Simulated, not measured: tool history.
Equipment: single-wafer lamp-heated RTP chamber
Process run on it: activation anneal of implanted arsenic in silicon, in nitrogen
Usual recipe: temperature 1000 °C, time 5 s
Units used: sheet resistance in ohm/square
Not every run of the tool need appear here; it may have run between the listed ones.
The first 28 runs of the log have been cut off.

run	day	temperature	time	read-back reference wafer on the same gauge, sheet resistance	sheet resistance
29	85.396	972	4	420.08	522.03
30	87.000	1025	3	419.50	520.14
31	91.058	1028	5	418.59	510.15
32	93.671	986	5	417.53	512.86
33	96.408	1000	5	416.38	518.53
# day 98.650: pyrometer window cleaned and pyrometer calibrated
34	98.862	985	3	416.00	520.28
35	102.321	1000	5	415.29	511.34
# day 103.550: reflector plate cleaned
36	104.996	1000	4	414.45	509.51

Forecast each of these 4 alternatives for the next run:
A	105.012	1000	5	?	?
B	105.012	984	7	?	?
C	105.012	979	4	?	?
D	105.012	1022	4	?	?

run	read-back reference wafer on the same gauge, sheet resistance	sheet resistance
A	414.68	513.02
B	414.68	513.03
C	414.68	516.51
D	414.68	511.08
Take away the tool's hidden state, keep each run's random variation, and the runs would have read:
run	sheet resistance
A	528.65
B	528.67
C	532.25
D	526.66

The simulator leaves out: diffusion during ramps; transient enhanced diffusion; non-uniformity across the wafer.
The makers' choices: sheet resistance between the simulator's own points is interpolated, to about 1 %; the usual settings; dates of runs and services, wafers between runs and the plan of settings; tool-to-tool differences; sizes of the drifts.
